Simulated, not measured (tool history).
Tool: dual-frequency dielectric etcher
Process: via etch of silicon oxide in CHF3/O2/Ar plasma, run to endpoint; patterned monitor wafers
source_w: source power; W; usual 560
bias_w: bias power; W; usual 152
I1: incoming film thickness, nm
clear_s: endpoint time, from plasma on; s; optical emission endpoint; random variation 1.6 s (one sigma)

{"run": 1, "hour": 0.0, "source_w": 560, "bias_w": 152, "I1": 451.9, "clear_s": 198.2}
{"run": 2, "hour": 26.8, "source_w": 560, "bias_w": 152, "I1": 447.1, "clear_s": 195.7}
{"run": 3, "hour": 64.9, "source_w": 560, "bias_w": 152, "I1": 447.5, "clear_s": 193.4}
{"hour": 103.9, "done": "wet clean of the chamber"}
{"run": 4, "hour": 128.4, "source_w": 560, "bias_w": 152, "I1": 448.2, "clear_s": 203.8}
{"run": 5, "hour": 174.0, "source_w": 560, "bias_w": 152, "I1": 452.9, "clear_s": 204.7}
{"run": 6, "hour": 368.8, "source_w": 560, "bias_w": 152, "I1": 446.8, "clear_s": 197.7}
{"run": 7, "hour": 430.6, "source_w": 640, "bias_w": 152, "I1": 446.4, "clear_s": 188.9}
{"run": 8, "hour": 489.5, "source_w": 640, "bias_w": 152, "I1": 442.1, "clear_s": 186.4}
{"run": 9, "hour": 560.0, "source_w": 640, "bias_w": 152, "I1": 444.9, "clear_s": 183.5}
{"run": 10, "hour": 613.3, "source_w": 510, "bias_w": 167, "I1": 448.2, "clear_s": 195.7}
{"hour": 659.8, "done": "wet clean of the chamber"}
{"run": 11, "hour": 682.3, "source_w": 510, "bias_w": 167, "I1": 440.2, "clear_s": 199.3}
{"run": 12, "hour": 753.2, "source_w": 510, "bias_w": 167, "I1": 450.9, "clear_s": 202.6}
{"run": 13, "hour": 824.7, "source_w": 560, "bias_w": 152, "I1": 451.3, "clear_s": 203.3}
{"run": 14, "hour": 893.7, "source_w": 560, "bias_w": 152, "I1": 449.1, "clear_s": 200.8}
{"run": 15, "hour": 965.4, "source_w": 560, "bias_w": 152, "I1": 447.6, "clear_s": 200.7}
{"run": 16, "hour": 1004.8, "source_w": 480, "bias_w": 152, "I1": 447.4, "clear_s": 211.7}
{"run": 17, "hour": 1040.0, "source_w": 480, "bias_w": 152, "I1": 450.1, "clear_s": 213}
{"run": 18, "hour": 1097.7, "source_w": 500, "bias_w": 172, "I1": 449.7, "clear_s": 194}
{"run": 19, "hour": 1139.1, "source_w": 500, "bias_w": 173, "I1": 442.8, "clear_s": 191.7}
{"run": 20, "hour": 1184.5, "source_w": 500, "bias_w": 135, "I1": 445.9, "clear_s": 214.9}
{"hour": 1227.4, "done": "wet clean of the chamber"}
{"hour": 1242.6, "done": "upper electrode replaced"}
{"run": 21, "hour": 1243.1, "source_w": 450, "bias_w": 152, "I1": 444.3, "clear_s": 217.8}
{"hour": 1251.4, "done": "source power generator calibrated"}
{"run": 22, "hour": 1293.3, "source_w": 560, "bias_w": 167, "I1": 445, "clear_s": 192.4}
{"hour": 1301.9, "done": "bias power generator calibrated"}
{"run": 23, "hour": 1325.4, "source_w": 560, "bias_w": 152, "I1": 441.2, "clear_s": 198.6}
{"run": 24, "hour": 1351.9, "source_w": 600, "bias_w": 165, "I1": 452.4, "clear_s": 192.6}
{"run": 25, "hour": 1401.8, "source_w": 640, "bias_w": 152, "I1": 451, "clear_s": 191.5}
{"run": 26, "hour": 1448.6, "source_w": 560, "bias_w": 152, "I1": 446.1, "clear_s": 200.4}
{"run": 27, "hour": 1488.4, "source_w": 470, "bias_w": 152, "I1": 447.2, "clear_s": 210.1}
{"run": 28, "hour": 1515.1, "source_w": 560, "bias_w": 183, "I1": 450.2, "clear_s": 183.1}
{"run": 29, "hour": 1552.6, "source_w": 700, "bias_w": 131, "I1": 445.3, "clear_s": 193.4}
{"run": 30, "hour": 1597.3, "source_w": 660, "bias_w": 125, "I1": 447.4, "clear_s": 201.1}
{"run": 31, "hour": 1632.6, "source_w": 560, "bias_w": 152, "I1": 449.9, "clear_s": 197.9}
{"run": 32, "hour": 1668.7, "source_w": 560, "bias_w": 115, "I1": 444.9, "clear_s": 217.1}
{"run": 33, "hour": 1725.7, "source_w": 560, "bias_w": 152, "I1": 443.5, "clear_s": 190.5}
{"hour": 1774.8, "done": "wet clean of the chamber"}
{"run": 34, "hour": 1789.6, "source_w": 560, "bias_w": 116, "I1": 449.3, "clear_s": 231.7}
{"run": 35, "hour": 1843.0, "source_w": 670, "bias_w": 142, "I1": 447.5, "clear_s": 193.2}

4 ways to go on from here, each from the tool as it stands after run 35. What would each give?
{"run": "A", "hour": 1843.5, "source_w": 560, "bias_w": 152, "I1": 445.8, "clear_s": "?"}
{"run": "B", "hour": 1843.5, "source_w": 600, "bias_w": 129, "I1": 445.8, "clear_s": "?"}
{"run": "C", "hour": 1843.5, "source_w": 480, "bias_w": 186, "I1": 445.8, "clear_s": "?"}
{"run": "D", "hour": 1843.5, "source_w": 450, "bias_w": 165, "I1": 445.8, "clear_s": "?"}

run=A clear_s=200.1
run=B clear_s=210
run=C clear_s=193.1
run=D clear_s=208.3
Without the tool's hidden state the same runs would have given:
run=A clear_s=202.7
run=B clear_s=212.7
run=C clear_s=195.6
run=D clear_s=211
